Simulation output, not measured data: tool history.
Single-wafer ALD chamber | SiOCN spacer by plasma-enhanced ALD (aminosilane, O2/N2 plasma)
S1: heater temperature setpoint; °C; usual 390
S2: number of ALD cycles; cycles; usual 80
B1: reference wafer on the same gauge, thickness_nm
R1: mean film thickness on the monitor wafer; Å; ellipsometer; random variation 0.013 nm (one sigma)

run 1 day=0 | S1=390 S2=70 | B1=5.609 | R1=45.61
run 2 day=1.883 | S1=395 S2=93 | B1=5.607 | R1=60.79
run 3 day=5.462 | S1=395 S2=93 | B1=5.605 | R1=60.68
-- day=6.404 gauge calibrated
run 4 day=7.533 | S1=390 S2=80 | B1=5.714 | R1=53.54
run 5 day=10.375 | S1=390 S2=80 | B1=5.681 | R1=53.06
run 6 day=12.129 | S1=390 S2=80 | B1=5.665 | R1=52.92
run 7 day=15.246 | S1=399 S2=88 | B1=5.642 | R1=58.02
run 8 day=18.608 | S1=399 S2=88 | B1=5.622 | R1=57.53
-- day=20.675 thermocouple changed; heater temperature recalibrated
run 9 day=21.542 | S1=399 S2=88 | B1=5.611 | R1=57.66
run 10 day=34.417 | S1=390 S2=80 | B1=5.582 | R1=52.01
run 11 day=37.338 | S1=398 S2=90 | B1=5.579 | R1=58.64

The next listed run, before its measurement:
run 12 day=39.067 | S1=390 S2=80 | B1=? | R1=?

{"run 12": {"B1": 5.575, "R1": 51.89}}
Without the tool's hidden state the same run would have given R1 53.42 Å.
